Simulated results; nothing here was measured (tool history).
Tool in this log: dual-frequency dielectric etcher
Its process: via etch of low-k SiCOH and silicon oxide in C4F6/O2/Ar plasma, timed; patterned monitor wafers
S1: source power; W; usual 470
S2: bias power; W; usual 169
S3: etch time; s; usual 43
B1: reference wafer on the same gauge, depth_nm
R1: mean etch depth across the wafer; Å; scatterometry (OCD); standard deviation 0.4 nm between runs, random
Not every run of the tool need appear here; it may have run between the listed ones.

Run 1, hour 0: usual settings; B1 130. Result: R1 1111 Å.
Run 2, hour 27.9: usual settings; B1 129.9. Result: R1 1116 Å.
Run 3, hour 63.4: usual settings but S3 46 s; B1 130. Result: R1 1194 Å.
Run 4, hour 78.7: usual settings but S1 410 W, S3 39.5 s; B1 130.1. Result: R1 977 Å.
Run 5, hour 100.6: usual settings but S1 410 W, S3 39.5 s; B1 130. Result: R1 980 Å.
Run 6, hour 127.4: usual settings but S2 197 W, S3 49 s; B1 130. Result: R1 1299 Å.
Run 7, hour 141.8: usual settings but S2 197 W, S3 49 s; B1 130. Result: R1 1309 Å.
Run 8, hour 177.2: usual settings; B1 130.1. Result: R1 1111 Å.
Run 9, hour 210.4: usual settings; B1 129.9. Result: R1 1115 Å.
Run 10, hour 240.7: usual settings; B1 130. Result: R1 1108 Å.
Run 11, hour 274.8: usual settings; B1 130. Result: R1 1110 Å.
Run 12, hour 289.3: usual settings but S1 550 W, S2 133 W; B1 130. Result: R1 1126 Å.
Run 13, hour 307.1: usual settings but S3 46.5 s; B1 130. Result: R1 1197 Å.
Run 14, hour 322.3: usual settings but S1 440 W, S2 204 W, S3 47 s; B1 130. Result: R1 1234 Å.
Run 15, hour 342.8: usual settings; B1 130. Result: R1 1113 Å.
Run 16, hour 382.4: usual settings but S3 33 s; B1 130. Result: R1 854 Å.
Run 17, hour 399.8: usual settings; B1 130. Result: R1 1114 Å.
Run 18, hour 415.1: usual settings but S1 530 W, S2 184 W, S3 53.5 s; B1 129.9. Result: R1 1469 Å.
Run 19, hour 450.9: usual settings; B1 130.1. Result: R1 1110 Å.
Run 20, hour 465.7: usual settings but S1 530 W, S3 46.5 s; B1 130.1. Result: R1 1262 Å.
Run 21, hour 478.2: usual settings but S1 540 W, S2 196 W, S3 37.5 s; B1 130. Result: R1 1039 Å.
Run 22, hour 504: usual settings but S2 136 W; B1 130. Result: R1 1073 Å.
Run 23, hour 521.9: usual settings but S1 420 W; B1 130. Result: R1 1073 Å.
Run 24, hour 553.7: usual settings but S1 590 W, S2 133 W, S3 52 s; B1 130. Result: R1 1402 Å.
Run 25, hour 570.9: usual settings; B1 130.1. Result: R1 1119 Å.
Run 26, hour 592.9: usual settings but S2 157 W, S3 49 s; B1 130. Result: R1 1258 Å.
Run 27, hour 606.7: usual settings but S1 360 W, S2 155 W, S3 55 s; B1 130. Result: R1 1288 Å.
Run 28, hour 627: usual settings but S3 34.5 s; B1 130. Result: R1 891 Å.
Run 29, hour 654: usual settings but S1 570 W, S2 210 W; B1 130. Result: R1 1233 Å.
Run 30, hour 673.9: usual settings but S2 149 W; B1 130.1. Result: R1 1094 Å.
Run 31, hour 704.7: usual settings but S1 390 W, S2 134 W, S3 39.5 s; B1 130. Result: R1 923 Å.

Taken out of this log: 6 entries between the listed runs. Where each belongs, and how the hidden state differs across it:
After run 2, before run 3: wet clean of the chamber (hour 61.7)
  the hidden state is the same at both runs
After run 6, before run 7: bias power generator calibrated (hour 139)
  the hidden state is the same at both runs
After run 8, before run 9: source power generator calibrated (hour 200)
  the hidden state is the same at both runs
After run 15, before run 16: upper electrode replaced (hour 381.9)
  the hidden state is the same at both runs
After run 16, before run 17: gauge calibrated (hour 399.8)
  the hidden state is the same at both runs
After run 21, before run 22: wet clean of the chamber (hour 503.5)
  the hidden state is the same at both runs

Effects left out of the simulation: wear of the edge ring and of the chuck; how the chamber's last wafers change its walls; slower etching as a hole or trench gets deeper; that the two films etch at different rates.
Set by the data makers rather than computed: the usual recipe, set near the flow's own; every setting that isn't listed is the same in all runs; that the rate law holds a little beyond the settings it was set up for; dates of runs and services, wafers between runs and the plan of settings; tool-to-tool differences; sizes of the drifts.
